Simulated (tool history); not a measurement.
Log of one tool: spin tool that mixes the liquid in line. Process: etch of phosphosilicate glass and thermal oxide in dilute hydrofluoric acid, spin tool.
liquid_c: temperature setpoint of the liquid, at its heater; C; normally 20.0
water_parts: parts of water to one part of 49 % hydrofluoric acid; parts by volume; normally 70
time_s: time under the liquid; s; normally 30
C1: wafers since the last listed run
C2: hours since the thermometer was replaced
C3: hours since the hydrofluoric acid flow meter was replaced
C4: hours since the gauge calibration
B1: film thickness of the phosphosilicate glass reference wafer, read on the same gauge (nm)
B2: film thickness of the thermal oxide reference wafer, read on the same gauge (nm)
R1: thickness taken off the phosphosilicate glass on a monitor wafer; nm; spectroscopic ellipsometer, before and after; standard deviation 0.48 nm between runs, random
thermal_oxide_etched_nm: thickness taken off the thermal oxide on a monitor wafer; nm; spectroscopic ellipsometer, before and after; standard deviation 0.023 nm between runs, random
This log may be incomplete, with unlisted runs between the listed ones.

{"run": 1, "hour": 0.0, "liquid_c": 20.0, "water_parts": 70, "time_s": 30, "C1": 0, "C2": 1483.9, "C3": 1594.8, "C4": 17.5, "B1": 80.01, "B2": 89.995, "R1": 68.68, "thermal_oxide_etched_nm": 1.691}
{"run": 2, "hour": 65.9, "liquid_c": 20.0, "water_parts": 70, "time_s": 30, "C1": 1155, "C2": 1549.8, "C3": 1660.7, "C4": 83.4, "B1": 80.01, "B2": 89.998, "R1": 69.24, "thermal_oxide_etched_nm": 1.671}
{"run": 3, "hour": 168.1, "liquid_c": 20.0, "water_parts": 70, "time_s": 30, "C1": 1791, "C2": 1652.0, "C3": 1762.9, "C4": 185.6, "B1": 79.99, "B2": 90.007, "R1": 69.04, "thermal_oxide_etched_nm": 1.697}
{"run": 4, "hour": 305.9, "liquid_c": 20.0, "water_parts": 70, "time_s": 30, "C1": 2415, "C2": 1789.8, "C3": 1900.7, "C4": 323.4, "B1": 80.01, "B2": 89.998, "R1": 69.54, "thermal_oxide_etched_nm": 1.663}
{"run": 5, "hour": 412.8, "liquid_c": 18.0, "water_parts": 70, "time_s": 30, "C1": 1873, "C2": 1896.7, "C3": 2007.6, "C4": 430.3, "B1": 80.02, "B2": 89.993, "R1": 63.61, "thermal_oxide_etched_nm": 1.56}
{"run": 6, "hour": 506.6, "liquid_c": 18.0, "water_parts": 70, "time_s": 30, "C1": 1644, "C2": 1990.5, "C3": 2101.4, "C4": 524.1, "B1": 80.02, "B2": 89.998, "R1": 63.21, "thermal_oxide_etched_nm": 1.527}
{"run": 7, "hour": 719.6, "liquid_c": 18.0, "water_parts": 70, "time_s": 30, "C1": 3733, "C2": 2203.5, "C3": 2314.4, "C4": 737.1, "B1": 80.01, "B2": 90.015, "R1": 63.74, "thermal_oxide_etched_nm": 1.53}
{"run": 8, "hour": 801.0, "liquid_c": 20.0, "water_parts": 70, "time_s": 30, "C1": 1426, "C2": 2284.9, "C3": 2395.8, "C4": 818.5, "B1": 79.99, "B2": 90.016, "R1": 69.34, "thermal_oxide_etched_nm": 1.687}
{"run": 9, "hour": 885.1, "liquid_c": 20.0, "water_parts": 70, "time_s": 30, "C1": 1474, "C2": 2369.0, "C3": 2479.9, "C4": 902.6, "B1": 80.0, "B2": 89.996, "R1": 69.54, "thermal_oxide_etched_nm": 1.675}
{"run": 10, "hour": 989.3, "liquid_c": 20.0, "water_parts": 70, "time_s": 30, "C1": 1826, "C2": 2473.2, "C3": 2584.1, "C4": 1006.8, "B1": 79.99, "B2": 90.01, "R1": 68.86, "thermal_oxide_etched_nm": 1.682}
{"run": 11, "hour": 1046.6, "liquid_c": 20.0, "water_parts": 70, "time_s": 30, "C1": 1004, "C2": 2530.5, "C3": 2641.4, "C4": 1064.1, "B1": 80.0, "B2": 89.984, "R1": 69.33, "thermal_oxide_etched_nm": 1.684}
{"hour": 1050.2, "done": "hydrofluoric acid flow meter replaced"}
{"hour": 1084.2, "done": "thermometer replaced"}
{"run": 12, "hour": 1129.9, "liquid_c": 20.0, "water_parts": 70, "time_s": 30, "C1": 1425, "C2": 45.7, "C3": 79.7, "C4": 1147.4, "B1": 80.02, "B2": 90.01, "R1": 69.14, "thermal_oxide_etched_nm": 1.687}
{"run": 13, "hour": 1221.5, "liquid_c": 20.0, "water_parts": 85, "time_s": 35, "C1": 1605, "C2": 137.3, "C3": 171.3, "C4": 1239.0, "B1": 79.99, "B2": 89.981, "R1": 65.28, "thermal_oxide_etched_nm": 1.591}
{"run": 14, "hour": 1303.9, "liquid_c": 17.0, "water_parts": 70, "time_s": 15, "C1": 1444, "C2": 219.7, "C3": 253.7, "C4": 1321.4, "B1": 79.99, "B2": 89.999, "R1": 30.38, "thermal_oxide_etched_nm": 0.733}
{"run": 15, "hour": 1393.6, "liquid_c": 21.5, "water_parts": 50, "time_s": 35, "C1": 1572, "C2": 309.4, "C3": 343.4, "C4": 1411.1, "B1": 80.01, "B2": 89.989, "R1": 122.5, "thermal_oxide_etched_nm": 3.067}
{"run": 16, "hour": 1491.0, "liquid_c": 20.0, "water_parts": 105, "time_s": 15, "C1": 1707, "C2": 406.8, "C3": 440.8, "C4": 1508.5, "B1": 79.99, "B2": 89.986, "R1": 22.18, "thermal_oxide_etched_nm": 0.547}
{"run": 17, "hour": 1559.0, "liquid_c": 20.0, "water_parts": 70, "time_s": 30, "C1": 1191, "C2": 474.8, "C3": 508.8, "C4": 1576.5, "B1": 80.0, "B2": 89.988, "R1": 69.79, "thermal_oxide_etched_nm": 1.66}
{"run": 18, "hour": 1637.3, "liquid_c": 17.0, "water_parts": 70, "time_s": 30, "C1": 1372, "C2": 553.1, "C3": 587.1, "C4": 1654.8, "B1": 79.99, "B2": 90.001, "R1": 60.95, "thermal_oxide_etched_nm": 1.505}
{"run": 19, "hour": 1706.6, "liquid_c": 24.0, "water_parts": 70, "time_s": 15, "C1": 1214, "C2": 622.4, "C3": 656.4, "C4": 1724.1, "B1": 80.02, "B2": 90.007, "R1": 40.59, "thermal_oxide_etched_nm": 0.977}
{"hour": 1770.7, "done": "gauge calibrated"}
{"run": 20, "hour": 1792.2, "liquid_c": 20.0, "water_parts": 40, "time_s": 30, "C1": 1500, "C2": 708.0, "C3": 742.0, "C4": 21.5, "B1": 79.99, "B2": 89.998, "R1": 125.86, "thermal_oxide_etched_nm": 3.04}
{"run": 21, "hour": 1886.9, "liquid_c": 22.0, "water_parts": 70, "time_s": 50, "C1": 1660, "C2": 802.7, "C3": 836.7, "C4": 116.2, "B1": 80.0, "B2": 90.006, "R1": 124.88, "thermal_oxide_etched_nm": 3.058}
{"run": 22, "hour": 2117.9, "liquid_c": 20.0, "water_parts": 70, "time_s": 30, "C1": 4049, "C2": 1033.7, "C3": 1067.7, "C4": 347.2, "B1": 80.0, "B2": 90.002, "R1": 68.38, "thermal_oxide_etched_nm": 1.699}
{"run": 23, "hour": 2157.1, "liquid_c": 17.0, "water_parts": 60, "time_s": 30, "C1": 687, "C2": 1072.9, "C3": 1106.9, "C4": 386.4, "B1": 80.01, "B2": 89.984, "R1": 71.73, "thermal_oxide_etched_nm": 1.707}
{"run": 24, "hour": 2239.5, "liquid_c": 20.0, "water_parts": 70, "time_s": 35, "C1": 1444, "C2": 1155.3, "C3": 1189.3, "C4": 468.8, "B1": 80.01, "B2": 89.977, "R1": 81.71, "thermal_oxide_etched_nm": 1.96}

Below are 3 alternative next runs, each starting from the tool's condition after run 24. Predict each:
{"run": "A", "hour": 2239.9, "liquid_c": 20.0, "water_parts": 70, "time_s": 30, "C1": 7, "C2": 1155.7, "C3": 1189.7, "C4": 469.2, "B1": "?", "B2": "?", "R1": "?", "thermal_oxide_etched_nm": "?"}
{"run": "B", "hour": 2239.9, "liquid_c": 20.0, "water_parts": 85, "time_s": 50, "C1": 7, "C2": 1155.7, "C3": 1189.7, "C4": 469.2, "B1": "?", "B2": "?", "R1": "?", "thermal_oxide_etched_nm": "?"}
{"run": "C", "hour": 2239.9, "liquid_c": 20.0, "water_parts": 70, "time_s": 40, "C1": 7, "C2": 1155.7, "C3": 1189.7, "C4": 469.2, "B1": "?", "B2": "?", "R1": "?", "thermal_oxide_etched_nm": "?"}

run=A B1=80.01 B2=89.976 R1=68.49 thermal_oxide_etched_nm=1.684
run=B B1=80.01 B2=89.976 R1=92.39 thermal_oxide_etched_nm=2.272
run=C B1=80.01 B2=89.976 R1=91.32 thermal_oxide_etched_nm=2.245
Without the tool's unlogged condition, the same runs would have read:
run=A R1=68.49 thermal_oxide_etched_nm=1.684
run=B R1=92.39 thermal_oxide_etched_nm=2.272
run=C R1=91.32 thermal_oxide_etched_nm=2.245
